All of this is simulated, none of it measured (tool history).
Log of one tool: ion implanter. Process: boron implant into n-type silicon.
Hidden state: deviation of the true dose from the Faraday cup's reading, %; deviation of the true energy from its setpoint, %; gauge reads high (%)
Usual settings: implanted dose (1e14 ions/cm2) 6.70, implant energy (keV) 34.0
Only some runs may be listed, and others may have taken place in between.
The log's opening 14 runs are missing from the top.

run    hour  implanted dose (1e14 ions/cm2)  implant energy (keV)  wafers since the last listed run  hours since the last dose calibration  hours since the extraction supply was calibrated  hours since the gauge calibration  read-back reference wafer on the same gauge, sheet resistance  sheet resistance of the implanted and annealed layer (ohm/square)
 15   843.7                            6.70                  44.0                              1027                                  923.7                                            3474.1                             1074.4                                                         117.98                                                             142.02
 16   929.0                            6.70                  27.5                              1556                                 1009.0                                            3559.4                             1159.7                                                         118.03                                                             149.03
 17   973.3                            8.53                  44.0                               808                                 1053.3                                            3603.7                             1204.0                                                         118.00                                                             117.12
 18  1123.7                            6.08                  26.5                              2744                                 1203.7                                            3754.1                             1354.4                                                         117.97                                                             162.08
 19  1159.7                            6.70                  34.0                               656                                 1239.7                                            3790.1                             1390.4                                                         117.98                                                             145.93
 20  1216.0                            6.70                  34.0                              1027                                 1296.0                                            3846.4                             1446.7                                                         117.97                                                             146.07
 21  1253.6                            7.21                  34.0                               686                                 1333.6                                            3884.0                             1484.3                                                         118.00                                                             137.41
 22  1337.3                            7.99                  43.5                              1527                                 1417.3                                            3967.7                             1568.0                                                         117.99                                                             123.70
 23  1379.2                            6.70                  34.0                               764                                 1459.2                                            4009.6                             1609.9                                                         117.98                                                             146.38
 24  1467.7                            7.51                  26.5                              1614                                 1547.7                                            4098.1                             1698.4                                                         118.00                                                             135.94
     1488.2  -- Faraday cup replaced and dose calibrated
 25  1571.8                            5.88                  38.0                              1753                                   83.6                                            4202.2                             1802.5                                                         117.99                                                             158.94
     1601.5  -- gauge calibrated
 26  1667.8                            8.14                  43.0                              1751                                  179.6                                            4298.2                               66.3                                                         117.99                                                             120.87
 27  1710.8                            6.70                  34.0                               784                                  222.6                                            4341.2                              109.3                                                         118.03                                                             144.68
     1792.7  -- extraction supply calibrated
 28  1813.7                            4.77                  44.0                              1731                                  325.5                                              21.0                              212.2                                                         118.00                                                             186.89
 29  1903.4                            5.39                  34.0                              1636                                  415.2                                             110.7                              301.9                                                         117.97                                                             174.38
 30  1992.6                            6.70                  34.0                              1627                                  504.4                                             199.9                              391.1                                                         118.02                                                             145.61
 31  2080.1                            6.70                  34.0                              1596                                  591.9                                             287.4                              478.6                                                         118.02                                                             145.73
 32  2127.7                            6.70                  28.5                               868                                  639.5                                             335.0                              526.2                                                         117.99                                                             148.19
 33  2221.5                            6.70                  31.0                              1711                                  733.3                                             428.8                              620.0                                                         117.98                                                             147.38
 34  2262.2                            7.82                  39.5                               742                                  774.0                                             469.5                              660.7                                                         118.04                                                             126.77
 35  2337.0                            7.26                  45.0                              1364                                  848.8                                             544.3                              735.5                                                         117.98                                                             133.04
 36  2379.7                            6.70                  34.0                               779                                  891.5                                             587.0                              778.2                                                         118.03                                                             146.05
 37  2485.5                            7.55                  27.0                              1930                                  997.3                                             692.8                              884.0                                                         117.98                                                             135.48

4 ways to go on from here, each from the tool as it stands after run 37. What would each give?
  A  2485.9                            7.97                  34.0                                 7                                  997.7                                             693.2                              884.4                                                              ?                                                                  ?
  B  2485.9                            4.94                  34.0                                 7                                  997.7                                             693.2                              884.4                                                              ?                                                                  ?
  C  2485.9                            7.80                  40.5                                 7                                  997.7                                             693.2                              884.4                                                              ?                                                                  ?
  D  2485.9                            5.40                  44.0                                 7                                  997.7                                             693.2                              884.4                                                              ?                                                                  ?

run  read-back reference wafer on the same gauge, sheet resistance  sheet resistance of the implanted and annealed layer (ohm/square)
  A                                                         118.00                                                             126.42
  B                                                         118.00                                                             187.74
  C                                                         118.00                                                             126.83
  D                                                         118.00                                                             169.69
What these runs would have given with no unlogged condition in the tool:
run  sheet resistance of the implanted and annealed layer (ohm/square)
  A                                                             124.16
  B                                                             184.41
  C                                                             124.61
  D                                                             166.70

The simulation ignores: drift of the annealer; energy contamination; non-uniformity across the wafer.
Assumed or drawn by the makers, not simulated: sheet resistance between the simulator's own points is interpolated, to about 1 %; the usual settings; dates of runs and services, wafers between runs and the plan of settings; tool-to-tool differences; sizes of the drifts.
